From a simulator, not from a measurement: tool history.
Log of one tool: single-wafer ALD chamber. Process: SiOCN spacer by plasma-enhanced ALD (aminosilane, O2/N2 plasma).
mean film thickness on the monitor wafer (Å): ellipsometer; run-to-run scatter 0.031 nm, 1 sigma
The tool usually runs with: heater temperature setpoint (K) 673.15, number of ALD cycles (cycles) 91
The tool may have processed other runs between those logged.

| run | hour | heater temperature setpoint (K) | number of ALD cycles (cycles) | wafers since the last listed run | hours since the last thermocouple change | hours since the gauge calibration | read-back reference wafer on the same gauge, thickness_nm | mean film thickness on the monitor wafer (Å) |
|---|---|---|---|---|---|---|---|---|
| 1 | 0 | 673.15 | 98 | 0 | 1322.1 | 792.9 | 6.398 | 57.34 |
| 2 | 70.4 | 673.15 | 98 | 194 | 1392.5 | 863.3 | 6.414 | 57.84 |
| 3 | 108.2 | 673.15 | 91 | 104 | 1430.3 | 901.1 | 6.386 | 53.54 |
|  | 140.7 | thermocouple changed; heater temperature recalibrated |
| 4 | 148.1 | 673.15 | 91 | 88 | 7.4 | 941 | 6.394 | 53.53 |
| 5 | 183 | 673.15 | 91 | 96 | 42.3 | 975.9 | 6.408 | 53.71 |
| 6 | 211 | 673.15 | 95 | 77 | 70.3 | 1003.9 | 6.38 | 56.33 |
| 7 | 242.1 | 673.15 | 91 | 85 | 101.4 | 1035 | 6.389 | 53.88 |
| 8 | 294.8 | 673.15 | 91 | 145 | 154.1 | 1087.7 | 6.411 | 53.61 |
| 9 | 356.6 | 673.15 | 91 | 170 | 215.9 | 1149.5 | 6.402 | 53.53 |
| 10 | 385.9 | 673.15 | 91 | 81 | 245.2 | 1178.8 | 6.393 | 53.79 |
| 11 | 451.7 | 673.15 | 91 | 181 | 311 | 1244.6 | 6.404 | 53.61 |
| 12 | 630.1 | 673.15 | 79 | 493 | 489.4 | 1423 | 6.377 | 46.58 |
| 13 | 696.5 | 667.15 | 91 | 183 | 555.8 | 1489.4 | 6.388 | 53.73 |
|  | 723.3 | gauge calibrated |
| 14 | 736.1 | 682.15 | 77 | 109 | 595.4 | 12.8 | 6.388 | 44.7 |
| 15 | 772.4 | 673.15 | 91 | 100 | 631.7 | 49.1 | 6.388 | 54.06 |
| 16 | 842.9 | 687.15 | 79 | 194 | 702.2 | 119.6 | 6.402 | 45.14 |
| 17 | 982.5 | 661.15 | 86 | 386 | 841.8 | 259.2 | 6.403 | 50.79 |
| 18 | 1006.7 | 666.15 | 80 | 66 | 866 | 283.4 | 6.396 | 47.58 |
| 19 | 1222.5 | 673.15 | 91 | 596 | 1081.8 | 499.2 | 6.391 | 53.72 |
| 20 | 1270 | 667.15 | 74 | 131 | 1129.3 | 546.7 | 6.41 | 43.57 |
| 21 | 1335.3 | 673.15 | 105 | 180 | 1194.6 | 612 | 6.381 | 61.88 |
| 22 | 1404 | 659.15 | 91 | 189 | 1263.3 | 680.7 | 6.391 | 53.63 |
| 23 | 1460.4 | 662.15 | 107 | 155 | 1319.7 | 737.1 | 6.388 | 63.42 |
|  | 1477.4 | thermocouple changed; heater temperature recalibrated |
| 24 | 1509.6 | 673.15 | 91 | 113 | 32.2 | 786.3 | 6.388 | 54.07 |
| 25 | 1576.7 | 684.15 | 80 | 185 | 99.3 | 853.4 | 6.395 | 45.5 |
| 26 | 1617.5 | 664.15 | 96 | 112 | 140.1 | 894.2 | 6.409 | 56.74 |
| 27 | 1655.4 | 667.15 | 82 | 104 | 178 | 932.1 | 6.386 | 48.4 |
| 28 | 1712.6 | 663.15 | 96 | 158 | 235.2 | 989.3 | 6.381 | 56.93 |
| 29 | 1754.2 | 673.15 | 91 | 115 | 276.8 | 1030.9 | 6.39 | 53.66 |
| 30 | 1950.2 | 673.15 | 80 | 541 | 472.8 | 1226.9 | 6.387 | 47.72 |
| 31 | 2097.2 | 669.15 | 77 | 406 | 619.8 | 1373.9 | 6.387 | 45.52 |

Each row is a separate what-if for the run after 31, all from the same tool condition, not one after another. Results?
| A | 2097.8 | 673.15 | 91 | 1 | 620.4 | 1374.5 | ? | ? |
| B | 2097.8 | 678.15 | 82 | 1 | 620.4 | 1374.5 | ? | ? |
| C | 2097.8 | 687.15 | 97 | 1 | 620.4 | 1374.5 | ? | ? |

| run | read-back reference wafer on the same gauge, thickness_nm | mean film thickness on the monitor wafer (Å) |
|---|---|---|
| A | 6.392 | 53.61 |
| B | 6.392 | 47.62 |
| C | 6.392 | 54.87 |
Take away the tool's hidden state, keep each run's random variation, and the runs would have read:
| run | mean film thickness on the monitor wafer (Å) |
|---|---|
| A | 53.61 |
| B | 47.62 |
| C | 54.87 |

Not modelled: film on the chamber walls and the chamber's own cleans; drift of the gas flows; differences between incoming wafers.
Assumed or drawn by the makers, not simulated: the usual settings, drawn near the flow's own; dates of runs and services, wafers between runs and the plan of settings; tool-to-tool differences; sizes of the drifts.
